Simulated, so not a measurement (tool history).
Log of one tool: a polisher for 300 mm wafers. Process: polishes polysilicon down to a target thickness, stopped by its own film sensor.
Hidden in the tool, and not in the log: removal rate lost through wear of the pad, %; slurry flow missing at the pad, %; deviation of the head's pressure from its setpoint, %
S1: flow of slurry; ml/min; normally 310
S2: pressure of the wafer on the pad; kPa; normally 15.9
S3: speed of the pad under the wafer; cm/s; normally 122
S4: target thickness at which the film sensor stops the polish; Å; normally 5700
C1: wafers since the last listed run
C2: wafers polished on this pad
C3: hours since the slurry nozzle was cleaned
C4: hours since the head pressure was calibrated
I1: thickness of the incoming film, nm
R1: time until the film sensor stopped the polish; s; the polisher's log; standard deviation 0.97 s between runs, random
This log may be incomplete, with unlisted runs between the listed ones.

{"run": 1, "hour": 0.0, "S1": 310, "S2": 15.9, "S3": 122, "S4": 5700, "C1": 0, "C2": 2762, "C3": 0.4, "C4": 602.8, "I1": 968.5, "R1": 60.1}
{"run": 2, "hour": 87.4, "S1": 310, "S2": 15.9, "S3": 122, "S4": 5700, "C1": 967, "C2": 3730, "C3": 87.8, "C4": 690.2, "I1": 958.6, "R1": 60.8}
{"hour": 96.5, "done": "worn pad replaced by a new one"}
{"run": 3, "hour": 174.7, "S1": 310, "S2": 15.9, "S3": 122, "S4": 5700, "C1": 921, "C2": 864, "C3": 175.1, "C4": 777.5, "I1": 954.1, "R1": 53.6}
{"run": 4, "hour": 271.8, "S1": 310, "S2": 15.9, "S3": 122, "S4": 5700, "C1": 1074, "C2": 1939, "C3": 272.2, "C4": 874.6, "I1": 951.0, "R1": 52.6}
{"run": 5, "hour": 362.0, "S1": 310, "S2": 15.9, "S3": 122, "S4": 5700, "C1": 998, "C2": 2937, "C3": 362.4, "C4": 964.8, "I1": 961.2, "R1": 55.8}
{"hour": 412.6, "done": "worn pad replaced by a new one"}
{"run": 6, "hour": 431.9, "S1": 310, "S2": 15.9, "S3": 122, "S4": 5700, "C1": 729, "C2": 213, "C3": 432.3, "C4": 1034.7, "I1": 950.8, "R1": 52.4}
{"run": 7, "hour": 504.1, "S1": 310, "S2": 15.9, "S3": 122, "S4": 5700, "C1": 799, "C2": 1012, "C3": 504.5, "C4": 1106.9, "I1": 966.8, "R1": 52.6}
{"run": 8, "hour": 598.7, "S1": 310, "S2": 15.9, "S3": 122, "S4": 5700, "C1": 1046, "C2": 2059, "C3": 599.1, "C4": 1201.5, "I1": 965.5, "R1": 53.3}
{"run": 9, "hour": 675.3, "S1": 390, "S2": 13.1, "S3": 122, "S4": 5700, "C1": 847, "C2": 2907, "C3": 675.7, "C4": 1278.1, "I1": 974.1, "R1": 62.0}
{"run": 10, "hour": 742.1, "S1": 310, "S2": 15.9, "S3": 154, "S4": 5700, "C1": 739, "C2": 3646, "C3": 742.5, "C4": 1344.9, "I1": 962.5, "R1": 44.5}
{"hour": 780.9, "done": "worn pad replaced by a new one"}
{"run": 11, "hour": 785.8, "S1": 310, "S2": 15.9, "S3": 154, "S4": 5700, "C1": 439, "C2": 54, "C3": 786.2, "C4": 1388.6, "I1": 947.0, "R1": 39.3}
{"hour": 886.9, "done": "head pressure recalibrated"}
{"hour": 930.3, "done": "slurry nozzle cleaned"}
{"run": 12, "hour": 931.8, "S1": 310, "S2": 15.9, "S3": 122, "S4": 5700, "C1": 1582, "C2": 1636, "C3": 1.5, "C4": 44.9, "I1": 971.4, "R1": 57.9}
{"run": 13, "hour": 1002.8, "S1": 310, "S2": 15.9, "S3": 122, "S4": 5700, "C1": 785, "C2": 2422, "C3": 72.5, "C4": 115.9, "I1": 953.7, "R1": 57.3}

Run 14, settings as shown, results not yet in. Your forecast:
{"hour": 1093.5, "done": "worn pad replaced by a new one"}
{"run": 14, "hour": 1109.1, "S1": 215, "S2": 12.4, "S3": 82, "S4": 4970, "C1": 1132, "C2": 173, "C3": 178.8, "C4": 222.2, "I1": 963.0, "R1": "?"}

{"run 14": {"R1": 120.5}}
Were there no unlogged condition in the tool, this run, its random variation unchanged, would have produced R1 119.3 s.
